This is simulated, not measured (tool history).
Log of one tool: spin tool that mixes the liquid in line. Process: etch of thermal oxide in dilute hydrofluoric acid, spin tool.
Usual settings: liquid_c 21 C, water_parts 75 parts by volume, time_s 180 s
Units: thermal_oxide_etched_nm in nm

| run | hour | liquid_c | water_parts | time_s | read-back film thickness of the thermal oxide reference wafer, read on the same gauge (nm) | thermal_oxide_etched_nm |
|---|---|---|---|---|---|---|
| 1 | 0 | 21 | 75 | 180 | 50.03 | 9.5 |
| 2 | 79.8 | 21 | 75 | 180 | 50.01 | 9.35 |
| 3 | 174 | 23 | 75 | 180 | 50.02 | 9.89 |
| 4 | 225.1 | 21 | 75 | 180 | 49.98 | 9.26 |
|  | 230 | thermometer replaced |
| 5 | 271.5 | 21 | 75 | 180 | 50.01 | 9.91 |
| 6 | 370.5 | 21 | 75 | 180 | 50.01 | 9.88 |
| 7 | 459.7 | 21 | 75 | 180 | 49.99 | 9.79 |
| 8 | 535 | 21 | 55 | 180 | 50.03 | 13.53 |
| 9 | 589.1 | 21 | 55 | 180 | 49.99 | 13.38 |
| 10 | 644.3 | 21 | 55 | 180 | 49.98 | 13.3 |
| 11 | 685.3 | 19 | 75 | 105 | 50.03 | 5.07 |
|  | 696.2 | hydrofluoric acid flow meter replaced |
| 12 | 750.5 | 19 | 75 | 105 | 50.03 | 4.94 |
| 13 | 811.6 | 21 | 75 | 180 | 50 | 9 |
|  | 895.2 | thermometer replaced |
| 14 | 901.2 | 24 | 75 | 180 | 50.01 | 11.46 |
|  | 964.2 | gauge calibrated |
| 15 | 1175.2 | 24 | 75 | 180 | 50.04 | 10.9 |
| 16 | 1249 | 21 | 75 | 210 | 49.99 | 11.25 |
| 17 | 1338.3 | 17.5 | 105 | 120 | 49.99 | 3.76 |
| 18 | 1424.3 | 19 | 100 | 105 | 50.02 | 3.65 |
| 19 | 1477.5 | 22.5 | 75 | 255 | 49.99 | 14.03 |
|  | 1533.1 | thermometer replaced |
| 20 | 1558 | 22.5 | 75 | 255 | 50 | 15.26 |
| 21 | 1602 | 22.5 | 75 | 285 | 50.02 | 17 |
| 22 | 1837.9 | 21 | 75 | 180 | 50.01 | 9.76 |
| 23 | 1883.7 | 25.5 | 75 | 225 | 50.01 | 14.43 |
| 24 | 1932.2 | 23 | 65 | 275 | 50.03 | 18.88 |
| 25 | 2001 | 17.5 | 105 | 120 | 49.99 | 3.8 |
| 26 | 2073.5 | 23.5 | 60 | 285 | 49.96 | 21.3 |
|  | 2158.2 | thermometer replaced |
| 27 | 2174.7 | 25 | 105 | 180 | 50.01 | 8.11 |
| 28 | 2244.3 | 21 | 50 | 80 | 49.99 | 6.97 |
|  | 2315.6 | hydrofluoric acid flow meter replaced |
| 29 | 2324.3 | 21 | 75 | 180 | 50.01 | 9.46 |
| 30 | 2400.9 | 21 | 105 | 260 | 50.01 | 9.54 |
| 31 | 2465 | 17 | 75 | 180 | 49.99 | 7.97 |
| 32 | 2541.7 | 21 | 75 | 225 | 50 | 11.81 |
| 33 | 2598.4 | 23 | 75 | 275 | 49.99 | 15.48 |
| 34 | 2695 | 19 | 55 | 180 | 50.01 | 11.78 |

Forecast each of these 3 alternatives for the next run:
| A | 2695.5 | 21 | 75 | 180 | ? | ? |
| B | 2695.5 | 21 | 75 | 240 | ? | ? |
| C | 2695.5 | 19.5 | 45 | 285 | ? | ? |

| run | read-back film thickness of the thermal oxide reference wafer, read on the same gauge (nm) | thermal_oxide_etched_nm |
|---|---|---|
| A | 49.99 | 9.26 |
| B | 49.99 | 12.35 |
| C | 49.99 | 23.71 |
Without the tool's hidden state the same runs would have given:
| run | thermal_oxide_etched_nm |
|---|---|
| A | 9.94 |
| B | 13.25 |
| C | 25.51 |
